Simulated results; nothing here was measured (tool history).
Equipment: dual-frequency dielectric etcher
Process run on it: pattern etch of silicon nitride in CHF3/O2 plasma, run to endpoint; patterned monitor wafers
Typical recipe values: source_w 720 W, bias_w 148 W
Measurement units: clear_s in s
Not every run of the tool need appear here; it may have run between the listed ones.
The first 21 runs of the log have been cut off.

| run | day | source_w | bias_w | wafers since the last listed run | hours since the last wet clean | hours since the last source power generator calibration | hours since the last bias power generator calibration | hours since the last upper electrode change | incoming incoming film thickness, nm | clear_s |
|---|---|---|---|---|---|---|---|---|---|---|
|  | 21.725 | wet clean of the chamber |
| 22 | 21.746 | 720 | 148 | 286 | 0.5 | 256.7 | 51.8 | 470.2 | 101.6 | 74.2 |
| 23 | 21.929 | 840 | 119 | 46 | 4.9 | 261.1 | 56.2 | 474.6 | 101.6 | 74.8 |
| 24 | 22.671 | 580 | 148 | 186 | 22.7 | 278.9 | 74 | 492.4 | 100.6 | 78 |
| 25 | 23.242 | 850 | 180 | 143 | 36.4 | 292.6 | 87.7 | 506.1 | 101.5 | 67.5 |
| 26 | 23.979 | 830 | 148 | 185 | 54.1 | 310.3 | 105.4 | 523.8 | 101.4 | 70.8 |
| 27 | 25.046 | 760 | 148 | 268 | 79.7 | 335.9 | 131 | 549.4 | 101 | 72.6 |
| 28 | 26.3 | 810 | 177 | 315 | 109.8 | 366 | 161.1 | 579.5 | 101.5 | 68 |
| 29 | 27.679 | 780 | 176 | 347 | 142.9 | 399.1 | 194.2 | 612.6 | 101.1 | 68.8 |
| 30 | 28.792 | 780 | 177 | 279 | 169.6 | 425.8 | 220.9 | 639.3 | 100.6 | 68.5 |
| 31 | 30.229 | 590 | 120 | 361 | 204.1 | 460.3 | 255.4 | 673.8 | 100.8 | 81.7 |
| 32 | 31.6 | 590 | 170 | 344 | 237 | 493.2 | 288.3 | 706.7 | 100.7 | 75 |
| 33 | 32.838 | 810 | 111 | 311 | 266.7 | 522.9 | 318 | 736.4 | 101.5 | 76.5 |
| 34 | 33.617 | 580 | 137 | 196 | 285.4 | 541.6 | 336.7 | 755.1 | 101.1 | 79 |

What if the next run were any one of these 5? Each begins from the tool's condition after run 34:
| A | 33.633 | 720 | 165 | 4 | 285.8 | 542 | 337.1 | 755.5 | 101.2 | ? |
| B | 33.633 | 840 | 130 | 4 | 285.8 | 542 | 337.1 | 755.5 | 101.2 | ? |
| C | 33.633 | 720 | 122 | 4 | 285.8 | 542 | 337.1 | 755.5 | 101.2 | ? |
| D | 33.633 | 720 | 178 | 4 | 285.8 | 542 | 337.1 | 755.5 | 101.2 | ? |
| E | 33.633 | 620 | 124 | 4 | 285.8 | 542 | 337.1 | 755.5 | 101.2 | ? |

| run | clear_s |
|---|---|
| A | 71.2 |
| B | 72.4 |
| C | 76.9 |
| D | 69.8 |
| E | 79.9 |
Take away the tool's hidden state, keep each run's random variation, and the runs would have read:
| run | clear_s |
|---|---|
| A | 71.9 |
| B | 73 |
| C | 77.6 |
| D | 70.4 |
| E | 80.6 |

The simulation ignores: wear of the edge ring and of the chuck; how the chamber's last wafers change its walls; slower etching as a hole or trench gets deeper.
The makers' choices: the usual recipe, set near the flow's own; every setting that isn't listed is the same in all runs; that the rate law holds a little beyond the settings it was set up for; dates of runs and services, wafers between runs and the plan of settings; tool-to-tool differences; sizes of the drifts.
